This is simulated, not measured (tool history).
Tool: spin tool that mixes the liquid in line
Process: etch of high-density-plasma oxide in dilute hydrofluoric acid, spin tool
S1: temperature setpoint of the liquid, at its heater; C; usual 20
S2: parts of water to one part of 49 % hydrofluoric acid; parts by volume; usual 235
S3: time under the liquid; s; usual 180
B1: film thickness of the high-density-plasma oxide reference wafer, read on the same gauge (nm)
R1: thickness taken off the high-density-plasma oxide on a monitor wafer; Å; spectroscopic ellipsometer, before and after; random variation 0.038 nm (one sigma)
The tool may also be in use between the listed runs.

run 1 day=0 | S1=20 S2=285 S3=180 | B1=130.017 | R1=31.05
run 2 day=1.125 | S1=20 S2=285 S3=180 | B1=130.018 | R1=30.86
run 3 day=1.704 | S1=20 S2=235 S3=180 | B1=130.019 | R1=38.98
run 4 day=3.033 | S1=20 S2=235 S3=180 | B1=130.013 | R1=38.8
run 5 day=4.338 | S1=20 S2=235 S3=180 | B1=130.051 | R1=38.94
run 6 day=5.696 | S1=20 S2=235 S3=180 | B1=130.03 | R1=39.13
run 7 day=6.588 | S1=20 S2=235 S3=180 | B1=129.969 | R1=39.08
run 8 day=7.767 | S1=18 S2=140 S3=105 | B1=129.974 | R1=38.49
run 9 day=8.546 | S1=17 S2=115 S3=180 | B1=129.989 | R1=79.31
run 10 day=9.862 | S1=24 S2=355 S3=85 | B1=130.017 | R1=12.46
-- day=10.138 thermometer replaced
run 11 day=12.904 | S1=20 S2=235 S3=180 | B1=129.941 | R1=38.86
run 12 day=13.621 | S1=22 S2=275 S3=215 | B1=129.997 | R1=40.67
run 13 day=16.204 | S1=17 S2=140 S3=80 | B1=129.994 | R1=27.83
run 14 day=17.508 | S1=22 S2=275 S3=215 | B1=130.004 | R1=40.89
run 15 day=18.625 | S1=20 S2=235 S3=100 | B1=130.008 | R1=21.18
-- day=18.979 gauge calibrated
run 16 day=19.567 | S1=17 S2=115 S3=180 | B1=129.962 | R1=79.2
run 17 day=20.583 | S1=20 S2=235 S3=180 | B1=130.029 | R1=38.29
run 18 day=21.192 | S1=18 S2=200 S3=240 | B1=129.978 | R1=57.21
run 19 day=22.046 | S1=20 S2=120 S3=100 | B1=130.016 | R1=46.76
run 20 day=23.196 | S1=17 S2=235 S3=180 | B1=129.989 | R1=33.97
run 21 day=24.288 | S1=20 S2=155 S3=180 | B1=130.029 | R1=62.62
run 22 day=25.588 | S1=20 S2=200 S3=220 | B1=129.999 | R1=56.1
run 23 day=26.483 | S1=20 S2=235 S3=180 | B1=129.982 | R1=37.94
run 24 day=27.296 | S1=20 S2=300 S3=180 | B1=130.004 | R1=28.13
-- day=27.462 hydrofluoric acid flow meter replaced
run 25 day=27.875 | S1=20 S2=305 S3=180 | B1=129.997 | R1=28.4
run 26 day=28.454 | S1=24 S2=150 S3=135 | B1=130.015 | R1=59.18
run 27 day=31.917 | S1=20 S2=290 S3=180 | B1=130.022 | R1=30.65
run 28 day=33.375 | S1=21.5 S2=185 S3=265 | B1=130.047 | R1=80.74
run 29 day=34.375 | S1=22 S2=265 S3=180 | B1=130.012 | R1=36.83
run 30 day=35.75 | S1=24 S2=340 S3=270 | B1=130.004 | R1=41.9
run 31 day=36.942 | S1=20 S2=235 S3=180 | B1=130.03 | R1=38.89
run 32 day=37.846 | S1=20 S2=340 S3=180 | B1=130.016 | R1=24.72

Hidden state or all else? Some run-to-run changes of R1, split into what the settings, what came in and random variation would give without the hidden state, and what is left for the hidden state (with any gauge scatter that isn't in both results):
The hidden state here: liquid hotter than its thermometer reads (K); hydrofluoric acid flow below the setpoint (%); gauge reads high (%).
Run 9 -> 10: S1 17 -> 24, S2 115 -> 355, S3 180 -> 85. R1 -66.85 Å: hidden state +1.35, all else -68.2.
Run 15 -> 16: S1 20 -> 17, S2 235 -> 115, S3 100 -> 180, gauge calibrated. R1 +58.02 Å: hidden state -1.87, all else +59.89.
Run 24 -> 25: S2 300 -> 305, hydrofluoric acid flow meter replaced. R1 +0.27 Å: hidden state +1.21, all else -0.94.
Run 27 -> 28: S1 20 -> 21.5, S2 290 -> 185, S3 180 -> 265. R1 +50.09 Å: hidden state -0.54, all else +50.63.

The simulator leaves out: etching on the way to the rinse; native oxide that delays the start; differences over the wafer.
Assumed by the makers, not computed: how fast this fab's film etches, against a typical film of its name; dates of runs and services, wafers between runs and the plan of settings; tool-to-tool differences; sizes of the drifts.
